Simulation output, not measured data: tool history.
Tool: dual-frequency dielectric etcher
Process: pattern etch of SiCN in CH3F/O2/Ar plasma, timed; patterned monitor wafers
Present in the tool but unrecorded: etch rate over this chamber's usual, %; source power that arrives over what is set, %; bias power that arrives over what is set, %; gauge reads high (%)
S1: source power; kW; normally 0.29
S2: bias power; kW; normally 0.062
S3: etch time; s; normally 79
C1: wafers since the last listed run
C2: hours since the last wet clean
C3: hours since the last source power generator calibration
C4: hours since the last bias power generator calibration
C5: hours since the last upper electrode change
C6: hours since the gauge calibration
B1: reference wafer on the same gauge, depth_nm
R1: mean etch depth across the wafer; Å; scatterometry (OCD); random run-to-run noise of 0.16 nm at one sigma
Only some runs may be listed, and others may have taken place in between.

run	day	S1	S2	S3	C1	C2	C3	C4	C5	C6	B1	R1
1	0	0.29	0.062	79	0	305.8	4477.6	3839.5	5172.1	214.6	28.08	248.3
2	1.421	0.29	0.062	79	307	339.9	4511.7	3873.6	5206.2	248.7	28.09	249.4
# day 3.3: wet clean of the chamber
3	5.183	0.29	0.062	79	597	45.2	4602	3963.9	5296.5	339	28.11	242.4
4	6.267	0.29	0.07	79	234	71.2	4628	3989.9	5322.5	365	28.13	251.6
5	6.779	0.29	0.062	79	110	83.5	4640.3	4002.2	5334.8	377.3	28.12	236.5
6	7.35	0.29	0.062	79	123	97.2	4654	4015.9	5348.5	391	28.07	239.7
7	8.804	0.29	0.062	79	314	132.1	4688.9	4050.8	5383.4	425.9	28.1	240.2
8	9.371	0.29	0.068	79	122	145.7	4702.5	4064.4	5397	439.5	28.13	253.6
9	10.85	0.29	0.068	79	319	181.2	4738	4099.9	5432.5	475	28.13	255.1
10	11.75	0.26	0.062	97	194	202.8	4759.6	4121.5	5454.1	496.6	28.1	277.1
# day 11.917: gauge calibrated
# day 13.067: source power generator calibrated
11	13.088	0.26	0.062	97	253	234.9	0.5	4153.6	5486.2	28.1	28.14	279.8
12	13.962	0.26	0.062	97	189	255.9	21.5	4174.6	5507.2	49.1	28.09	283.3
13	14.696	0.25	0.068	69.5	158	273.5	39.1	4192.2	5524.8	66.7	28.13	208.7
# day 16.35: bias power generator calibrated
# day 16.779: upper electrode replaced
14	16.8	0.24	0.062	71.5	326	324	89.6	10.8	0.5	117.2	28.11	199
15	16.812	0.29	0.062	79	2	324.3	89.9	11.1	0.8	117.5	28.11	248.5
# day 17.975: wet clean of the chamber
16	17.996	0.24	0.062	90.5	39	0.5	118.3	39.5	29.2	145.9	28.09	241.4
17	19.108	0.29	0.076	64.5	240	27.2	145	66.2	55.9	172.6	28.09	215.3
18	19.7	0.23	0.051	63.5	127	41.4	159.2	80.4	70.1	186.8	28.1	147.7
19	20.604	0.34	0.051	102	195	63.1	180.9	102.1	91.8	208.5	28.13	305.1
20	21.788	0.23	0.07	60	255	91.5	209.3	130.5	120.2	236.9	28.12	167.6
21	22.892	0.29	0.062	79	238	118	235.8	157	146.7	263.4	28.13	240
22	24.125	0.36	0.062	79	266	147.6	265.4	186.6	176.3	293	28.11	272.8
23	25.571	0.29	0.062	79	312	182.3	300.1	221.3	211	327.7	28.12	240.7
24	26.442	0.29	0.062	79	188	203.2	321	242.2	231.9	348.6	28.1	242.4

Hidden state or all else? Some run-to-run changes of R1, split into what the settings, what came in and random variation would give without the hidden state, and what is left for the hidden state (with any gauge scatter that isn't in both results):
Run 2 -> 3: wet clean of the chamber. R1 -7 Å: hidden state -11.3, all else +4.3.
Run 15 -> 16: S1 0.29 -> 0.24, S3 79 -> 90.5, wet clean of the chamber. R1 -7.1 Å: hidden state -12, all else +4.9.
Run 18 -> 19: S1 0.23 -> 0.34, S3 63.5 -> 102. R1 +157.4 Å: hidden state +0.7, all else +156.7.
Run 19 -> 20: S1 0.34 -> 0.23, S2 0.051 -> 0.07, S3 102 -> 60. R1 -137.5 Å: hidden state +0.4, all else -137.9.
